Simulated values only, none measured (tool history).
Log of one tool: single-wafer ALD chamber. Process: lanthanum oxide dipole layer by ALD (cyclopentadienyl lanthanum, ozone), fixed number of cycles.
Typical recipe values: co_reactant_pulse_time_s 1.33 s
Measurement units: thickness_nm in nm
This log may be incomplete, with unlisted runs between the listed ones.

| run | hour | co_reactant_pulse_time_s | read-back reference wafer on the same gauge, thickness_nm | thickness_nm |
|---|---|---|---|---|
| 1 | 0.0 | 1.33 | 0.583 | 0.539 |
| 2 | 52.3 | 1.33 | 0.583 | 0.540 |
| 3 | 94.6 | 1.33 | 0.582 | 0.540 |
| 4 | 148.3 | 1.33 | 0.583 | 0.539 |
| 5 | 196.5 | 1.33 | 0.583 | 0.533 |
| 6 | 265.5 | 1.33 | 0.583 | 0.536 |
| 7 | 337.4 | 1.33 | 0.583 | 0.531 |
| 8 | 533.8 | 1.33 | 0.583 | 0.535 |
|  | 561.4 | showerhead replaced |
| 9 | 590.8 | 1.21 | 0.583 | 0.519 |
| 10 | 620.0 | 1.21 | 0.583 | 0.521 |
| 11 | 653.5 | 1.33 | 0.583 | 0.532 |
| 12 | 829.8 | 1.33 | 0.583 | 0.530 |
|  | 893.1 | thermocouple changed; heater temperature recalibrated |
| 13 | 893.6 | 1.33 | 0.583 | 0.526 |
| 14 | 923.4 | 1.33 | 0.583 | 0.528 |
| 15 | 973.7 | 1.33 | 0.582 | 0.529 |
|  | 987.2 | gauge calibrated |
| 16 | 1016.1 | 1.33 | 0.583 | 0.526 |
| 17 | 1070.1 | 1.67 | 0.583 | 0.551 |
| 18 | 1125.3 | 1.10 | 0.583 | 0.501 |
| 19 | 1169.5 | 1.08 | 0.583 | 0.492 |
| 20 | 1203.6 | 1.33 | 0.583 | 0.525 |
|  | 1213.4 | ozone generator serviced |
| 21 | 1271.9 | 0.89 | 0.583 | 0.486 |
| 22 | 1330.6 | 0.86 | 0.583 | 0.481 |
| 23 | 1360.1 | 1.53 | 0.583 | 0.556 |
| 24 | 1394.5 | 1.78 | 0.583 | 0.568 |
| 25 | 1448.2 | 1.72 | 0.583 | 0.566 |
| 26 | 1509.2 | 1.55 | 0.583 | 0.556 |
| 27 | 1560.0 | 1.16 | 0.583 | 0.525 |
| 28 | 1599.3 | 1.79 | 0.583 | 0.564 |
| 29 | 1634.6 | 1.69 | 0.583 | 0.559 |
| 30 | 1688.4 | 1.33 | 0.583 | 0.537 |

Forecast each of these 4 alternatives for the next run:
| A | 1688.8 | 1.33 | ? | ? |
| B | 1688.8 | 1.49 | ? | ? |
| C | 1688.8 | 1.15 | ? | ? |
| D | 1688.8 | 0.91 | ? | ? |

| run | read-back reference wafer on the same gauge, thickness_nm | thickness_nm |
|---|---|---|
| A | 0.583 | 0.539 |
| B | 0.583 | 0.551 |
| C | 0.583 | 0.520 |
| D | 0.583 | 0.484 |
Had the tool no hidden state, the same runs would have come out as:
| run | thickness_nm |
|---|---|
| A | 0.545 |
| B | 0.556 |
| C | 0.528 |
| D | 0.494 |
